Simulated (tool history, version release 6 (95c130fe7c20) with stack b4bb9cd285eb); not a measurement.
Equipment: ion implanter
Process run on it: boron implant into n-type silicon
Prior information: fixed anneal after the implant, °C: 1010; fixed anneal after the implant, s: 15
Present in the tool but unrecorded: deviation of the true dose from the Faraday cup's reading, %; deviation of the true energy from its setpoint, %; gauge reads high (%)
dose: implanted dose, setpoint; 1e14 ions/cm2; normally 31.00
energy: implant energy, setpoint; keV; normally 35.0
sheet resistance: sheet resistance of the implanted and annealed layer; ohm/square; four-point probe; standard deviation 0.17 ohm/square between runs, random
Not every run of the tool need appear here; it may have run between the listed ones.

| run | day | dose | energy | wafers since the last listed run | hours since the last dose calibration | hours since the extraction supply was calibrated | hours since the gauge calibration | read-back reference wafer on the same gauge, sheet resistance | sheet resistance |
|---|---|---|---|---|---|---|---|---|---|
| 1 | 0.000 | 31.00 | 35.0 | 0 | 1287.2 | 3661.6 | 564.1 | 42.63 | 50.94 |
| 2 | 1.642 | 31.00 | 35.0 | 635 | 1326.6 | 3701.0 | 603.5 | 42.62 | 51.03 |
| 3 | 4.092 | 31.00 | 35.0 | 948 | 1385.4 | 3759.8 | 662.3 | 42.54 | 50.96 |
| 4 | 5.467 | 31.00 | 35.0 | 532 | 1418.4 | 3792.8 | 695.3 | 42.60 | 50.80 |
| 5 | 6.875 | 31.00 | 43.5 | 545 | 1452.2 | 3826.6 | 729.1 | 42.58 | 48.39 |
| 6 | 8.729 | 31.00 | 43.5 | 718 | 1496.7 | 3871.1 | 773.6 | 42.66 | 48.18 |
| 7 | 11.571 | 33.23 | 35.0 | 1100 | 1564.9 | 3939.3 | 841.8 | 42.60 | 49.30 |
| 8 | 13.867 | 31.00 | 35.0 | 889 | 1620.0 | 3994.4 | 896.9 | 42.64 | 51.28 |
| 9 | 16.162 | 31.00 | 35.0 | 889 | 1675.1 | 4049.5 | 952.0 | 42.61 | 51.32 |
|  | 17.938 | gauge calibrated |
| 10 | 17.992 | 31.00 | 25.5 | 708 | 1719.0 | 4093.4 | 1.3 | 42.59 | 56.52 |
|  | 19.742 | Faraday cup replaced and dose calibrated |
| 11 | 20.629 | 31.00 | 25.5 | 892 | 21.3 | 4156.7 | 64.6 | 42.63 | 55.91 |
| 12 | 21.738 | 31.00 | 35.0 | 429 | 47.9 | 4183.3 | 91.2 | 42.63 | 50.33 |
| 13 | 23.546 | 31.00 | 35.0 | 700 | 91.3 | 4226.7 | 134.6 | 42.59 | 50.23 |
| 14 | 24.562 | 31.00 | 35.0 | 393 | 115.7 | 4251.1 | 159.0 | 42.57 | 50.72 |
|  | 26.483 | extraction supply calibrated |
| 15 | 26.504 | 31.00 | 35.0 | 622 | 162.3 | 0.5 | 205.6 | 42.61 | 50.52 |
| 16 | 29.092 | 35.48 | 46.0 | 1002 | 224.4 | 62.6 | 267.7 | 42.57 | 44.05 |
| 17 | 35.217 | 31.00 | 35.0 | 2371 | 371.4 | 209.6 | 414.7 | 42.59 | 50.58 |
| 18 | 36.954 | 27.86 | 35.0 | 672 | 413.1 | 251.3 | 456.4 | 42.61 | 53.69 |
| 19 | 39.071 | 33.57 | 23.0 | 819 | 463.9 | 302.1 | 507.2 | 42.64 | 57.11 |
| 20 | 41.242 | 34.44 | 38.0 | 840 | 516.0 | 354.2 | 559.3 | 42.59 | 47.04 |
| 21 | 43.571 | 36.21 | 39.0 | 901 | 571.9 | 410.1 | 615.2 | 42.61 | 45.78 |
| 22 | 46.317 | 40.02 | 26.0 | 1063 | 637.8 | 476.0 | 681.1 | 42.61 | 51.85 |
| 23 | 47.662 | 37.03 | 23.0 | 521 | 670.1 | 508.3 | 713.4 | 42.62 | 55.35 |
| 24 | 49.162 | 34.98 | 41.5 | 580 | 706.1 | 544.3 | 749.4 | 42.57 | 45.70 |
| 25 | 51.329 | 37.96 | 45.0 | 839 | 758.1 | 596.3 | 801.4 | 42.59 | 42.97 |
| 26 | 53.425 | 31.00 | 43.5 | 811 | 808.4 | 646.6 | 851.7 | 42.59 | 48.28 |
| 27 | 54.925 | 27.45 | 28.0 | 580 | 844.4 | 682.6 | 887.7 | 42.64 | 57.67 |
| 28 | 56.375 | 31.00 | 35.0 | 561 | 879.2 | 717.4 | 922.5 | 42.58 | 50.85 |

A few steps of sheet resistance between consecutive runs. Split each: what settings, incoming material and random variation would produce without the hidden state, and what is left over for the hidden state, along with gauge scatter present in only one of the two compared results (measured, and without hidden state):
Run 10 -> 11: Faraday cup replaced and dose calibrated. sheet resistance -0.61 ohm/square: hidden state -0.75, all else +0.14.
Run 19 -> 20: dose 33.57 -> 34.44, energy 23.0 -> 38.0. sheet resistance -10.07 ohm/square: hidden state +0.14, all else -10.21.
Run 23 -> 24: dose 37.03 -> 34.98, energy 23.0 -> 41.5. sheet resistance -9.65 ohm/square: hidden state +0.28, all else -9.93.
